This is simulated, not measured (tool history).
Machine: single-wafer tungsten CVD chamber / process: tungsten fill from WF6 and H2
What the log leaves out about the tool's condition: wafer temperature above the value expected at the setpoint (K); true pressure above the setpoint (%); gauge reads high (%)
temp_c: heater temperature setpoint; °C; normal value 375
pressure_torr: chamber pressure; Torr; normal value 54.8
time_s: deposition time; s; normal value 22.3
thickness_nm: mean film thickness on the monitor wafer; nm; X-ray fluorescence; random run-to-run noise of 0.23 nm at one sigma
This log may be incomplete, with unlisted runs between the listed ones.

run   hour  temp_c  pressure_torr  time_s  wafers since the last listed run  hours since the last thermocouple change  hours since the last manometer calibration  hours since the showerhead was replaced  hours since the gauge calibration  read-back reference wafer on the same gauge, thickness_nm  thickness_nm
  1      0     375           54.8    22.3                                 0                                    1458.4                                       762.5                                   4541.1                              156.8                                                     57.324        50.093
  2    7.3     375           54.8    22.3                               164                                    1465.7                                       769.8                                   4548.4                              164.1                                                     57.293        50.348
  3   24.7     375           54.8    20.6                               391                                    1483.1                                       787.2                                   4565.8                              181.5                                                     57.355        46.023
      38.1  -- showerhead replaced
  4   38.6     375           54.8    20.6                               132                                      1497                                       801.1                                      0.5                              195.4                                                     57.269        46.224
  5   50.6     375           60.8    22.3                               270                                      1509                                       813.1                                     12.5                              207.4                                                     57.301        52.646
  6   60.8     368           54.8    24.1                               229                                    1519.2                                       823.3                                     22.7                              217.6                                                     57.252        47.965
  7   77.2     375           54.8    22.3                               369                                    1535.6                                       839.7                                     39.1                                234                                                     57.317        50.079
  8   94.4     375           54.8    22.3                               387                                    1552.8                                       856.9                                     56.3                              251.2                                                     57.306        50.833
  9  137.1     375           54.8    22.3                               961                                    1595.5                                       899.6                                       99                              293.9                                                     57.218        50.653
 10  149.3     365           54.8    22.3                               274                                    1607.7                                       911.8                                    111.2                              306.1                                                     57.303         41.89
 11  165.8     375           54.8    22.3                               371                                    1624.2                                       928.3                                    127.7                              322.6                                                     57.303        50.378
     180.8  -- thermocouple changed; heater temperature recalibrated
 12  181.3     390           62.9    20.3                               168                                       0.5                                       943.8                                    143.2                              338.1                                                      57.31        63.413
 13  188.5     375           54.8    22.3                               162                                       7.7                                         951                                    150.4                              345.3                                                     57.306        50.493
 14  201.7     364             44    22.3                               297                                      20.9                                       964.2                                    163.6                              358.5                                                      57.34        37.768
 15  209.7     371           54.8    22.3                               180                                      28.9                                       972.2                                    171.6                              366.5                                                     57.359        47.403
 16    219     381           54.8    22.3                               209                                      38.2                                       981.5                                    180.9                              375.8                                                     57.312        56.393
 17  225.5     375           54.8    22.3                               146                                      44.7                                         988                                    187.4                              382.3                                                      57.35        50.756
 18  242.5     375           54.8    21.3                               382                                      61.7                                        1005                                    204.4                              399.3                                                     57.318        48.517
     258.1  -- capacitance manometer re-zeroed and calibrated
 19  258.6     375           54.8    22.3                               182                                      77.8                                         0.5                                    220.5                              415.4                                                     57.292        48.964
 20  260.1     388           64.5    26.6                                33                                      79.3                                           2                                      222                              416.9                                                     57.317        78.979
 21  276.4     386             68    26.1                               366                                      95.6                                        18.3                                    238.3                              433.2                                                     57.251        76.242
 22  287.4     375           50.2    20.9                               247                                     106.6                                        29.3                                    249.3                              444.2                                                     57.281        44.849
 23  303.4     375           54.8    22.3                               360                                     122.6                                        45.3                                    265.3                              460.2                                                     57.232        49.141
 24  326.6     375           44.1    20.7                               522                                     145.8                                        68.5                                    288.5                              483.4                                                     57.247        41.788
 25  333.2     383           66.1    24.5                               148                                     152.4                                        75.1                                    295.1                                490                                                     57.279        67.633
     341.4  -- gauge calibrated
 26  348.8     375           67.8    22.3                               351                                       168                                        90.7                                    310.7                                7.4                                                     57.287        54.096
 27  355.5     375           54.8    22.3                               150                                     174.7                                        97.4                                    317.4                               14.1                                                     57.231        49.427
 28  367.7     379           63.3    22.3                               274                                     186.9                                       109.6                                    329.6                               26.3                                                     57.341        56.275
 29  384.3     362           64.2    20.4                               373                                     203.5                                       126.2                                    346.2                               42.9                                                     57.284        37.727
 30  396.4     365           45.8    24.1                               272                                     215.6                                       138.3                                    358.3                                 55                                                     57.335        41.743
 31  406.5     382           46.6    22.3                               227                                     225.7                                       148.4                                    368.4                               65.1                                                     57.306        52.356
 32  418.2     375           64.6    22.3                               263                                     237.4                                       160.1                                    380.1                               76.8                                                     57.312        52.804
 33  436.1     375           59.1    22.3                               402                                     255.3                                         178                                      398                               94.7                                                     57.325         50.96
 34  463.1     375           59.9    25.7                               607                                     282.3                                         205                                      425                              121.7                                                     57.248        59.307
 35  480.9     375           54.8    22.3                               400                                     300.1                                       222.8                                    442.8                              139.5                                                     57.288        49.612

Had the tool no unlogged condition, and each run kept its random variation, what would the results have been?
run  thickness_nm
  1         48.75
  2        48.987
  3        44.753
  4        44.929
  5        51.168
  6        46.589
  7        48.617
  8        49.322
  9        49.081
 10        40.574
 11         48.77
 12        61.416
 13        48.846
 14        36.487
 15        45.827
 16        54.501
 17        49.043
 18        46.855
 19        48.688
 20        78.546
 21        75.784
 22        44.547
 23         48.79
 24        41.449
 25        67.103
 26        53.645
 27        48.989
 28        55.765
 29         37.37
 30        41.305
 31         51.79
 32        52.248
 33        50.374
 34        58.573
 35        48.968

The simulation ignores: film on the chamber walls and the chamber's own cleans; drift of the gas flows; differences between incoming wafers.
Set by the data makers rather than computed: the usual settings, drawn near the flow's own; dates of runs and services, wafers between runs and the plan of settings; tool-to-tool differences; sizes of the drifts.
